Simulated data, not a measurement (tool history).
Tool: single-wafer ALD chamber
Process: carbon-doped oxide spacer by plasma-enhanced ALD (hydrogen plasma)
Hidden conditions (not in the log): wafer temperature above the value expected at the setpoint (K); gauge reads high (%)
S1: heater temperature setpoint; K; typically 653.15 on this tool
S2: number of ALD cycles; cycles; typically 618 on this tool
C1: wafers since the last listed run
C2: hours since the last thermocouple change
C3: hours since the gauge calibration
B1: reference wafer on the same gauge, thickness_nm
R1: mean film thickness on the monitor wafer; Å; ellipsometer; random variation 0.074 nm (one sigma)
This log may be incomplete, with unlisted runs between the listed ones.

run	hour	S1	S2	C1	C2	C3	B1	R1
1	0	653.15	618	0	2463.9	1903.9	30.194	301.49
# hour 14.4: gauge calibrated
2	27.5	653.15	618	13	2491.4	13.1	29.885	296.63
3	93.1	653.15	618	32	2557	78.7	29.943	298.76
4	144.4	644.15	591	25	2608.3	130	29.984	285.05
5	207.3	644.15	591	31	2671.2	192.9	30.007	285.06
6	334.1	653.15	618	62	2798	319.7	30.064	299.28
7	380.7	656.15	618	23	2844.6	366.3	30.095	297.85
8	432.8	656.15	618	25	2896.7	418.4	30.114	299.36
9	482.8	649.15	618	24	2946.7	468.4	30.126	300.43
10	537.5	649.15	618	27	3001.4	523.1	30.152	299.34
11	597	653.15	668	29	3060.9	582.6	30.161	324.74
12	656.2	653.15	668	29	3120.1	641.8	30.205	324.69
13	694.8	653.15	618	19	3158.7	680.4	30.205	299.9
14	737.3	653.15	618	21	3201.2	722.9	30.215	299.81
15	792.2	653.15	618	27	3256.1	777.8	30.221	300.33
16	817.4	653.15	618	12	3281.3	803	30.238	299.22
17	856.4	653.15	618	19	3320.3	842	30.24	302.09
18	895.1	653.15	618	19	3359	880.7	30.249	301.69
19	940.8	653.15	618	22	3404.7	926.4	30.265	301.53
# hour 953.4: thermocouple changed; heater temperature recalibrated
20	969.1	653.15	618	10	15.7	954.7	30.256	299.86
21	995.1	663.15	698	12	41.7	980.7	30.268	340.7
22	1086.5	653.15	722	45	133.1	1072.1	30.272	352.05
23	1149.6	647.15	536	31	196.2	1135.2	30.283	261.91
24	1211	653.15	618	30	257.6	1196.6	30.304	301.34
25	1281.5	653.15	618	34	328.1	1267.1	30.31	301.31
26	1312.3	667.15	739	15	358.9	1297.9	30.302	361.25
27	1350.7	653.15	618	19	397.3	1336.3	30.307	300.79
28	1395.6	664.15	677	22	442.2	1381.2	30.302	331.03
29	1444.3	653.15	727	24	490.9	1429.9	30.34	354.59
30	1479.3	653.15	618	17	525.9	1464.9	30.314	302.59
31	1550.9	647.15	618	35	597.5	1536.5	30.322	302.11
32	1592.1	665.15	567	20	638.7	1577.7	30.323	276.07
33	1658.2	653.15	709	32	704.8	1643.8	30.353	346.89
# hour 1660.9: gauge calibrated
34	1695.2	666.15	571	18	741.8	34.3	29.825	273.42
35	1736	659.15	618	20	782.6	75.1	29.877	297.45
36	1770.9	653.15	618	17	817.5	110	29.889	297.67
37	1942.3	661.15	618	84	988.9	281.4	29.975	297.9
38	2013.7	648.15	618	35	1060.3	352.8	30.016	298.67
39	2045.7	653.15	541	15	1092.3	384.8	30.019	261.72
40	2078.1	647.15	656	16	1124.7	417.2	30.049	317.1
41	2109.1	667.15	733	15	1155.7	448.2	30.059	354.83

Some steps in R1 between neighbouring runs. How much of each would the tool show without its hidden state too (settings, what came in, random variation), and how much is left for the hidden state, with any gauge scatter that isn't in both results?
Run 1 -> 2: gauge calibrated. R1 -4.86 Å: hidden state -3.15, all else -1.71.
Run 22 -> 23: S1 653.15 -> 647.15, S2 722 -> 536. R1 -90.14 Å: hidden state -1.36, all else -88.78.
Run 32 -> 33: S1 665.15 -> 653.15, S2 567 -> 709. R1 +70.82 Å: hidden state +1.29, all else +69.53.
Run 33 -> 34: S1 653.15 -> 666.15, S2 709 -> 571, gauge calibrated. R1 -73.47 Å: hidden state -5.75, all else -67.72.
